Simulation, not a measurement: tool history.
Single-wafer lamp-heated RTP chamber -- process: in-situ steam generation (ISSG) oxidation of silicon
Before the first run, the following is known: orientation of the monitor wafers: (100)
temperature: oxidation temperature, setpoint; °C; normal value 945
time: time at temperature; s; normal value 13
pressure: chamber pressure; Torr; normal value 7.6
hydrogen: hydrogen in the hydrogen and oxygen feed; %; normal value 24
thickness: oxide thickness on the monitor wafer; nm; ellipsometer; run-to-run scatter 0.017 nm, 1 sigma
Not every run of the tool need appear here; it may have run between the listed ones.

run,hour,temperature,time,pressure,hydrogen,"read-back reference wafer on the same gauge, thickness",thickness
1,0,945,9,7.6,24,4.378,3.459
2,17.5,945,9,7.6,24,4.381,3.427
3,36.8,945,13,7.6,24,4.38,3.99
# hour 46.7: pyrometer window cleaned and pyrometer calibrated
4,68.5,945,13,7.6,24,4.384,3.882
5,82,945,13,7.6,24,4.379,3.88
6,100.5,952,13,7.6,31,4.38,4.252
7,132,952,13,7.6,31,4.38,4.278
8,144.9,952,13,7.6,31,4.376,4.257
9,171,945,13,7.6,24,4.378,3.966
# hour 188.5: pyrometer window cleaned and pyrometer calibrated
10,196,945,13,7.6,24,4.377,3.878
11,225.8,945,13,7.6,24,4.379,3.858
# hour 250.1: hydrogen flow controller replaced
12,253.7,945,13,7.6,24,4.379,3.879
13,286.1,945,13,7.6,24,4.378,3.896
14,300.9,945,13,7.6,24,4.382,3.953
# hour 312.3: gauge calibrated
15,324.2,945,13,7.6,24,4.378,3.93
16,345.2,945,13,7.6,24,4.383,3.957
# hour 358: pyrometer window cleaned and pyrometer calibrated
17,365.7,945,10,8.1,24,4.385,3.486
18,392.7,938,13,7.6,29,4.377,4.01
19,413.3,945,8,7.6,24,4.379,3.261
# hour 445.1: pressure gauge zeroed
20,445.6,945,9,6.9,32,4.377,3.751
21,463.4,945,10,8.1,24,4.381,3.565
22,494.5,936,13,7.6,28,4.378,4.028
23,517.6,945,13,8,19,4.381,3.751
# hour 535: pyrometer window cleaned and pyrometer calibrated
24,543.3,951,17,6.9,29,4.38,4.578
25,591.3,945,17,8.5,15,4.381,3.847
26,615.7,945,13,7.6,20,4.377,3.677
27,648.1,945,13,7.6,24,4.379,3.941
28,677.9,945,13,6.9,24,4.381,3.922
# hour 704.2: pyrometer window cleaned and pyrometer calibrated
29,704.7,955,13,7.6,24,4.374,3.993

Branching from run 29: 5 alternative next runs. What would each branch give?
A,705.1,933,13,7.6,24,?,?
B,705.1,945,13,7.6,31,?,?
C,705.1,952,9,6.9,30,?,?
D,705.1,945,13,7.2,24,?,?
E,705.1,945,10,7.6,14,?,?

run,"read-back reference wafer on the same gauge, thickness",thickness
A,4.383,3.756
B,4.383,4.151
C,4.383,3.671
D,4.383,3.86
E,4.383,3.07
With no hidden state in the tool, these same runs would have given:
run,thickness
A,3.745
B,4.138
C,3.661
D,3.848
E,3.061
